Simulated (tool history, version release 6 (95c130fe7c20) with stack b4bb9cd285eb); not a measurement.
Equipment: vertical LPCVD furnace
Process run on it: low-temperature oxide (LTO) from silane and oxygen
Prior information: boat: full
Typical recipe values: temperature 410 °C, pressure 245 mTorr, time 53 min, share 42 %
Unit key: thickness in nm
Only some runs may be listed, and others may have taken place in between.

run,day,temperature,pressure,time,share,"read-back reference wafer on the same gauge, thickness",thickness
1,0,413,245,53,42,675.36,737.04
2,2.558,410,245,53,42,675.02,725.8
3,3.871,410,245,53,42,674.95,729.85
4,8.096,410,245,53,42,674.25,720.03
5,10.767,406,245,53,47,674.64,777.26
6,12.808,406,245,53,47,674.37,774.35
7,14.429,410,245,53,36,674.99,601.72
8,16.562,410,245,53,36,674.49,596.73
9,18.696,406,245,53,42,676.21,697.01
10,20.788,406,245,53,42,674.58,693.48
11,22.138,417,245,53,42,674.62,777.95
12,24.862,410,245,38.5,42,674.59,528.29
13,27.042,416,270,53,34,674.55,661.33
# day 28.421: silane flow controller replaced
14,29.912,410,245,34.5,42,674.62,471.66
15,32.412,410,245,53,42,674.96,721.43
16,33.992,410,245,47,42,675.64,641.04
17,36.288,410,245,63.5,42,675.46,876.58
18,39.158,420,305,36.5,49,674.44,786.49
# day 41.162: thermocouples replaced and temperature profile calibrated
19,41.183,410,245,53,42,675.47,723.37
# day 43.121: gauge calibrated
20,43.504,405,185,68.5,42,674.31,668.58
# day 46.042: pressure gauge zeroed
21,46.058,410,245,53,42,674.99,723.66
22,49.038,413,245,53,35,674.97,601.27
23,50.871,410,275,41.5,49,674.84,744.04
24,52.646,410,245,53,42,675,724.11
25,54.412,410,275,35,42,675.56,537.56
26,56.996,398,210,53,42,674.63,544.03
27,59.1,410,245,53,42,674.93,726.61
28,61.558,410,245,53,42,676.21,716.52
29,64.533,407,205,62.5,34,675.53,531.67
30,66.058,406,295,33,35,674.92,415.79

For each run, what was the tool's unlogged condition?
true tube temperature minus thermocouple reading, K: 0, the same for each run
true pressure minus gauge reading, mTorr: 0, the same for each run
deviation of the silane flow from its setpoint, %: 0, the same for each run
gauge reads high (%): 0, the same for each run
